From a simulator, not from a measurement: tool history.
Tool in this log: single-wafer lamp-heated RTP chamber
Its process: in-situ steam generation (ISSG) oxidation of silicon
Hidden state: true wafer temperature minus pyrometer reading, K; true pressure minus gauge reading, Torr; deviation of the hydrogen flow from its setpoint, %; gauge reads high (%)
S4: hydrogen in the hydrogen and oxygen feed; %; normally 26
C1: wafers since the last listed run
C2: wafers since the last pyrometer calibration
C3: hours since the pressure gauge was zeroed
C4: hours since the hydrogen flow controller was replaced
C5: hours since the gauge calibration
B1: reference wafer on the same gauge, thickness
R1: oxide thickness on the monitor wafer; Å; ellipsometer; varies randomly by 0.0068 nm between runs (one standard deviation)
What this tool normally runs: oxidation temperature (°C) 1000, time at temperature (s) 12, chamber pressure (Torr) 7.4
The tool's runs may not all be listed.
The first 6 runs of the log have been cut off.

Run 7, hour 249.6: usual settings but S4 21 %; C1 230; C2 730; C3 1284.5; C4 5940.3; C5 375.3; B1 3.969. Result: R1 42.75 Å.
Run 8, hour 279.4: usual settings but S4 21 %; C1 183; C2 913; C3 1314.3; C4 5970.1; C5 405.1; B1 3.968. Result: R1 42.76 Å.
Run 9, hour 344.4: usual settings; C1 399; C2 1312; C3 1379.3; C4 6035.1; C5 470.1; B1 3.973. Result: R1 45.53 Å.
At hour 358.8: pyrometer window cleaned and pyrometer calibrated.
Run 10, hour 371.4: usual settings; C1 116; C2 77; C3 1406.3; C4 6062.1; C5 497.1; B1 3.966. Result: R1 45.08 Å.
Run 11, hour 409.3: usual settings but chamber pressure (Torr) 8.2; C1 232; C2 310; C3 1444.2; C4 6100.0; C5 535.0; B1 3.970. Result: R1 45.01 Å.
Run 12, hour 438.6: usual settings but chamber pressure (Torr) 8.2; C1 180; C2 490; C3 1473.5; C4 6129.3; C5 564.3; B1 3.970. Result: R1 45.04 Å.
Run 13, hour 464.9: usual settings but chamber pressure (Torr) 8.2; C1 161; C2 652; C3 1499.8; C4 6155.6; C5 590.6; B1 3.969. Result: R1 45.14 Å.
Run 14, hour 503.3: usual settings; C1 235; C2 888; C3 1538.2; C4 6194.0; C5 629.0; B1 3.966. Result: R1 45.38 Å.
At hour 621.7: pressure gauge zeroed.
At hour 638.0: pyrometer window cleaned and pyrometer calibrated.
Run 15, hour 638.9: usual settings but chamber pressure (Torr) 7.8, S4 31 %; C1 735; C2 5; C3 17.2; C4 6329.6; C5 764.6; B1 3.967. Result: R1 47.33 Å.
Run 16, hour 666.6: usual settings but time at temperature (s) 9, chamber pressure (Torr) 6.9; C1 170; C2 175; C3 44.9; C4 6357.3; C5 792.3; B1 3.971. Result: R1 39.92 Å.
At hour 680.6: gauge calibrated.
Run 17, hour 709.3: usual settings; C1 262; C2 438; C3 87.6; C4 6400.0; C5 28.7; B1 3.972. Result: R1 45.11 Å.
Run 18, hour 768.0: usual settings but oxidation temperature (°C) 986; C1 360; C2 798; C3 146.3; C4 6458.7; C5 87.4; B1 3.972. Result: R1 43.09 Å.
Run 19, hour 795.2: usual settings but oxidation temperature (°C) 994, S4 20 %; C1 167; C2 965; C3 173.5; C4 6485.9; C5 114.6; B1 3.971. Result: R1 41.33 Å.
At hour 829.9: hydrogen flow controller replaced.
Run 20, hour 830.4: usual settings but oxidation temperature (°C) 1016, chamber pressure (Torr) 6.9, S4 22 %; C1 167; C2 1133; C3 208.7; C4 0.5; C5 149.8; B1 3.969. Result: R1 45.83 Å.
Run 21, hour 854.1: usual settings but time at temperature (s) 14, S4 32 %; C1 145; C2 1278; C3 232.4; C4 24.2; C5 173.5; B1 3.969. Result: R1 51.56 Å.
Run 22, hour 892.2: usual settings; C1 234; C2 1512; C3 270.5; C4 62.3; C5 211.6; B1 3.971. Result: R1 45.57 Å.
At hour 933.1: pyrometer window cleaned and pyrometer calibrated.
Run 23, hour 958.1: usual settings but chamber pressure (Torr) 8.3, S4 17 %; C1 355; C2 153; C3 336.4; C4 128.2; C5 277.5; B1 3.969. Result: R1 40.45 Å.
Run 24, hour 999.0: usual settings but time at temperature (s) 15, S4 29 %; C1 251; C2 405; C3 377.3; C4 169.1; C5 318.4; B1 3.971. Result: R1 51.11 Å.
Run 25, hour 1060.2: usual settings but oxidation temperature (°C) 1015, time at temperature (s) 8, chamber pressure (Torr) 8.9, S4 32 %; C1 376; C2 781; C3 438.5; C4 230.3; C5 379.6; B1 3.971. Result: R1 41.89 Å.
Run 26, hour 1085.5: usual settings but S4 18 %; C1 155; C2 936; C3 463.8; C4 255.6; C5 404.9; B1 3.969. Result: R1 41.11 Å.
Run 27, hour 1118.2: usual settings but chamber pressure (Torr) 6.9; C1 200; C2 1137; C3 496.5; C4 288.3; C5 437.6; B1 3.973. Result: R1 45.21 Å.
Run 28, hour 1188.1: usual settings but oxidation temperature (°C) 1020, time at temperature (s) 10, chamber pressure (Torr) 6.9, S4 32 %; C1 429; C2 1567; C3 566.4; C4 358.2; C5 507.5; B1 3.968. Result: R1 48.17 Å.
At hour 1220.8: pyrometer window cleaned and pyrometer calibrated.
Run 29, hour 1256.3: usual settings; C1 369; C2 218; C3 634.6; C4 426.4; C5 575.7; B1 3.971. Result: R1 45.08 Å.
Run 30, hour 1304.3: usual settings but time at temperature (s) 10, chamber pressure (Torr) 7.8, S4 16 %; C1 294; C2 513; C3 682.6; C4 474.4; C5 623.7; B1 3.971. Result: R1 36.94 Å.

Alternative continuations, all from the tool just after run 30; predict every row:
Run A, hour 1304.8: usual settings but time at temperature (s) 8; C1 3; C2 516; C3 683.1; C4 474.9; C5 624.2; B1 ?. Result: R1 ?.
Run B, hour 1304.8: usual settings but oxidation temperature (°C) 1005, time at temperature (s) 15, chamber pressure (Torr) 6.9, S4 32 %; C1 3; C2 516; C3 683.1; C4 474.9; C5 624.2; B1 ?. Result: R1 ?.
Run C, hour 1304.8: usual settings but oxidation temperature (°C) 982; C1 3; C2 516; C3 683.1; C4 474.9; C5 624.2; B1 ?. Result: R1 ?.
Run D, hour 1304.8: usual settings but oxidation temperature (°C) 1019, chamber pressure (Torr) 8.8; C1 3; C2 516; C3 683.1; C4 474.9; C5 624.2; B1 ?. Result: R1 ?.
Run E, hour 1304.8: usual settings but time at temperature (s) 10, S4 32 %; C1 3; C2 516; C3 683.1; C4 474.9; C5 624.2; B1 ?. Result: R1 ?.

run     B1     R1
  A  3.968  38.06
  B  3.968  53.45
  C  3.968  42.41
  D  3.968  47.81
  E  3.968  44.36
Had the tool no hidden state, the same runs would have come out as:
run     R1
  A  38.01
  B  53.36
  C  42.35
  D  47.73
  E  44.30

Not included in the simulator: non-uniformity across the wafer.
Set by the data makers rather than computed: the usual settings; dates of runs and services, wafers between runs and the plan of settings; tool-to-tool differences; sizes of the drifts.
